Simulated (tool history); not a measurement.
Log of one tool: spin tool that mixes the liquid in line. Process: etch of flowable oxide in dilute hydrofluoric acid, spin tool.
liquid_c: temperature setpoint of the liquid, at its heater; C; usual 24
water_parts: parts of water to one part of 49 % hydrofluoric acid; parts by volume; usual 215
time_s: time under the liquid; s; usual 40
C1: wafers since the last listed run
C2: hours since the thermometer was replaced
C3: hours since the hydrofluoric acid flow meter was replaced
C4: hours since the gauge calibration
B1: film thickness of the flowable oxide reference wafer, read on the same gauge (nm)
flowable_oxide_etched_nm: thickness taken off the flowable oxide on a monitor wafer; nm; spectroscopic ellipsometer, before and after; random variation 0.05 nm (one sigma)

{"run": 1, "hour": 0.0, "liquid_c": 24, "water_parts": 215, "time_s": 40, "C1": 0, "C2": 1711.8, "C3": 645.7, "C4": 268.2, "B1": 120, "flowable_oxide_etched_nm": 8.55}
{"run": 2, "hour": 14.5, "liquid_c": 24, "water_parts": 215, "time_s": 40, "C1": 167, "C2": 1726.3, "C3": 660.2, "C4": 282.7, "B1": 120, "flowable_oxide_etched_nm": 8.57}
{"run": 3, "hour": 33.4, "liquid_c": 24, "water_parts": 215, "time_s": 40, "C1": 218, "C2": 1745.2, "C3": 679.1, "C4": 301.6, "B1": 120.01, "flowable_oxide_etched_nm": 8.56}
{"run": 4, "hour": 46.2, "liquid_c": 24, "water_parts": 165, "time_s": 40, "C1": 147, "C2": 1758, "C3": 691.9, "C4": 314.4, "B1": 120, "flowable_oxide_etched_nm": 11.63}
{"run": 5, "hour": 74.6, "liquid_c": 24, "water_parts": 165, "time_s": 40, "C1": 327, "C2": 1786.4, "C3": 720.3, "C4": 342.8, "B1": 120, "flowable_oxide_etched_nm": 11.77}
{"run": 6, "hour": 105.0, "liquid_c": 24, "water_parts": 165, "time_s": 40, "C1": 350, "C2": 1816.8, "C3": 750.7, "C4": 373.2, "B1": 119.98, "flowable_oxide_etched_nm": 11.61}
{"run": 7, "hour": 118.9, "liquid_c": 24, "water_parts": 215, "time_s": 40, "C1": 160, "C2": 1830.7, "C3": 764.6, "C4": 387.1, "B1": 119.96, "flowable_oxide_etched_nm": 8.5}
{"run": 8, "hour": 133.5, "liquid_c": 24, "water_parts": 215, "time_s": 40, "C1": 168, "C2": 1845.3, "C3": 779.2, "C4": 401.7, "B1": 120.01, "flowable_oxide_etched_nm": 8.48}
{"run": 9, "hour": 146.7, "liquid_c": 24, "water_parts": 215, "time_s": 40, "C1": 152, "C2": 1858.5, "C3": 792.4, "C4": 414.9, "B1": 120.01, "flowable_oxide_etched_nm": 8.47}
{"run": 10, "hour": 160.6, "liquid_c": 24, "water_parts": 215, "time_s": 40, "C1": 160, "C2": 1872.4, "C3": 806.3, "C4": 428.8, "B1": 119.98, "flowable_oxide_etched_nm": 8.47}
{"run": 11, "hour": 178.2, "liquid_c": 24, "water_parts": 275, "time_s": 50, "C1": 203, "C2": 1890, "C3": 823.9, "C4": 446.4, "B1": 120, "flowable_oxide_etched_nm": 7.8}
{"hour": 197.9, "done": "thermometer replaced"}
{"run": 12, "hour": 201.9, "liquid_c": 24, "water_parts": 125, "time_s": 40, "C1": 261, "C2": 4, "C3": 847.6, "C4": 470.1, "B1": 119.97, "flowable_oxide_etched_nm": 18.01}
{"hour": 213.7, "done": "hydrofluoric acid flow meter replaced"}
{"run": 13, "hour": 223.3, "liquid_c": 24, "water_parts": 125, "time_s": 40, "C1": 235, "C2": 25.4, "C3": 9.6, "C4": 491.5, "B1": 120.02, "flowable_oxide_etched_nm": 17.91}
{"run": 14, "hour": 249.1, "liquid_c": 24, "water_parts": 125, "time_s": 40, "C1": 297, "C2": 51.2, "C3": 35.4, "C4": 517.3, "B1": 119.97, "flowable_oxide_etched_nm": 17.99}
{"run": 15, "hour": 262.1, "liquid_c": 24, "water_parts": 145, "time_s": 40, "C1": 150, "C2": 64.2, "C3": 48.4, "C4": 530.3, "B1": 120.01, "flowable_oxide_etched_nm": 15.14}
{"hour": 281.3, "done": "gauge calibrated"}
{"run": 16, "hour": 284.5, "liquid_c": 24, "water_parts": 215, "time_s": 40, "C1": 258, "C2": 86.6, "C3": 70.8, "C4": 3.2, "B1": 120.03, "flowable_oxide_etched_nm": 9.48}
{"run": 17, "hour": 316.8, "liquid_c": 27.5, "water_parts": 215, "time_s": 15, "C1": 372, "C2": 118.9, "C3": 103.1, "C4": 35.5, "B1": 120.01, "flowable_oxide_etched_nm": 4.01}
{"run": 18, "hour": 333.6, "liquid_c": 24, "water_parts": 215, "time_s": 40, "C1": 193, "C2": 135.7, "C3": 119.9, "C4": 52.3, "B1": 119.99, "flowable_oxide_etched_nm": 9.34}
{"run": 19, "hour": 347.6, "liquid_c": 22.5, "water_parts": 105, "time_s": 55, "C1": 161, "C2": 149.7, "C3": 133.9, "C4": 66.3, "B1": 119.98, "flowable_oxide_etched_nm": 28.28}
{"run": 20, "hour": 365.4, "liquid_c": 24, "water_parts": 215, "time_s": 40, "C1": 205, "C2": 167.5, "C3": 151.7, "C4": 84.1, "B1": 119.97, "flowable_oxide_etched_nm": 9.52}
{"run": 21, "hour": 386.1, "liquid_c": 28.5, "water_parts": 310, "time_s": 25, "C1": 238, "C2": 188.2, "C3": 172.4, "C4": 104.8, "B1": 119.99, "flowable_oxide_etched_nm": 4.33}

Run 22 comes next. What will it give?
{"run": 22, "hour": 405.2, "liquid_c": 20.5, "water_parts": 265, "time_s": 20, "C1": 220, "C2": 207.3, "C3": 191.5, "C4": 123.9, "B1": "?", "flowable_oxide_etched_nm": "?"}

Run 22 gave B1 120, flowable_oxide_etched_nm 3.17 nm.
Without the tool's hidden state the same run would have given flowable_oxide_etched_nm 3.24 nm.

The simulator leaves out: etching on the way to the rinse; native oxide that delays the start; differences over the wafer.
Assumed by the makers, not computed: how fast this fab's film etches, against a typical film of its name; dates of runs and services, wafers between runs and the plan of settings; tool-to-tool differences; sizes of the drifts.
